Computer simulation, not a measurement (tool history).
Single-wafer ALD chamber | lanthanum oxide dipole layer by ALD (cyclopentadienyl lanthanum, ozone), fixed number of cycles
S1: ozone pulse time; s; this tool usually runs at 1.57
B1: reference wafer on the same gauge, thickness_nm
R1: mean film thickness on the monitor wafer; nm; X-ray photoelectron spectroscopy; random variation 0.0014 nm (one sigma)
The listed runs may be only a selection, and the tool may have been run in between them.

{"run": 1, "hour": 0.0, "S1": 1.57, "B1": 0.604, "R1": 0.549}
{"run": 2, "hour": 38.2, "S1": 1.17, "B1": 0.603, "R1": 0.483}
{"run": 3, "hour": 187.0, "S1": 1.17, "B1": 0.604, "R1": 0.471}
{"run": 4, "hour": 237.1, "S1": 1.57, "B1": 0.604, "R1": 0.542}
{"hour": 300.5, "done": "ozone generator serviced"}
{"run": 5, "hour": 301.4, "S1": 1.57, "B1": 0.604, "R1": 0.504}
{"run": 6, "hour": 515.6, "S1": 1.57, "B1": 0.604, "R1": 0.486}
{"run": 7, "hour": 575.1, "S1": 1.57, "B1": 0.604, "R1": 0.48}
{"hour": 598.6, "done": "ozone generator serviced, repeated, since the last time left the tool worse"}
{"run": 8, "hour": 631.3, "S1": 1.57, "B1": 0.605, "R1": 0.557}
{"hour": 656.7, "done": "gauge calibrated"}
{"run": 9, "hour": 693.9, "S1": 1.21, "B1": 0.604, "R1": 0.506}
{"run": 10, "hour": 722.8, "S1": 1.21, "B1": 0.604, "R1": 0.506}
{"run": 11, "hour": 792.4, "S1": 1.57, "B1": 0.604, "R1": 0.553}
{"run": 12, "hour": 832.7, "S1": 1.57, "B1": 0.604, "R1": 0.551}
{"run": 13, "hour": 883.3, "S1": 1.57, "B1": 0.603, "R1": 0.551}
{"run": 14, "hour": 919.6, "S1": 1.82, "B1": 0.604, "R1": 0.568}
{"run": 15, "hour": 947.8, "S1": 1.39, "B1": 0.604, "R1": 0.526}
{"run": 16, "hour": 983.6, "S1": 2.18, "B1": 0.604, "R1": 0.576}
{"run": 17, "hour": 1011.7, "S1": 1.57, "B1": 0.603, "R1": 0.545}
{"run": 18, "hour": 1052.0, "S1": 1.77, "B1": 0.604, "R1": 0.56}
{"run": 19, "hour": 1095.8, "S1": 1.92, "B1": 0.604, "R1": 0.568}
{"hour": 1138.2, "done": "thermocouple changed; heater temperature recalibrated"}
{"hour": 1167.4, "done": "ozone generator serviced"}
{"run": 20, "hour": 1167.9, "S1": 1.84, "B1": 0.604, "R1": 0.57}
{"run": 21, "hour": 1239.4, "S1": 1, "B1": 0.604, "R1": 0.442}
{"hour": 1302.0, "done": "showerhead replaced"}
{"run": 22, "hour": 1302.5, "S1": 1.57, "B1": 0.604, "R1": 0.552}
{"run": 23, "hour": 1326.8, "S1": 1.37, "B1": 0.604, "R1": 0.53}
{"run": 24, "hour": 1351.1, "S1": 1.29, "B1": 0.604, "R1": 0.516}
{"run": 25, "hour": 1410.1, "S1": 2.19, "B1": 0.603, "R1": 0.579}
{"run": 26, "hour": 1451.6, "S1": 2.1, "B1": 0.604, "R1": 0.574}
{"run": 27, "hour": 1506.2, "S1": 1.19, "B1": 0.604, "R1": 0.485}
{"run": 28, "hour": 1530.8, "S1": 1.95, "B1": 0.604, "R1": 0.57}
{"run": 29, "hour": 1575.3, "S1": 1.08, "B1": 0.604, "R1": 0.448}
{"run": 30, "hour": 1641.9, "S1": 1.19, "B1": 0.604, "R1": 0.474}
{"hour": 1675.9, "done": "ozone generator serviced"}
{"run": 31, "hour": 1676.4, "S1": 1.57, "B1": 0.603, "R1": 0.558}
{"run": 32, "hour": 1696.9, "S1": 1.14, "B1": 0.604, "R1": 0.492}
{"run": 33, "hour": 1721.6, "S1": 2.12, "B1": 0.604, "R1": 0.581}
{"run": 34, "hour": 1783.9, "S1": 1.01, "B1": 0.605, "R1": 0.444}
{"run": 35, "hour": 1846.4, "S1": 1.25, "B1": 0.604, "R1": 0.511}

Below are 3 alternative next runs, each starting from the tool's condition after run 35. Predict each:
{"run": "A", "hour": 1846.8, "S1": 1.57, "B1": "?", "R1": "?"}
{"run": "B", "hour": 1846.8, "S1": 2.04, "B1": "?", "R1": "?"}
{"run": "C", "hour": 1846.8, "S1": 1.41, "B1": "?", "R1": "?"}

run=A B1=0.604 R1=0.552
run=B B1=0.604 R1=0.574
run=C B1=0.604 R1=0.535
Had the tool no hidden state, the same runs would have come out as:
run=A R1=0.558
run=B R1=0.577
run=C R1=0.543
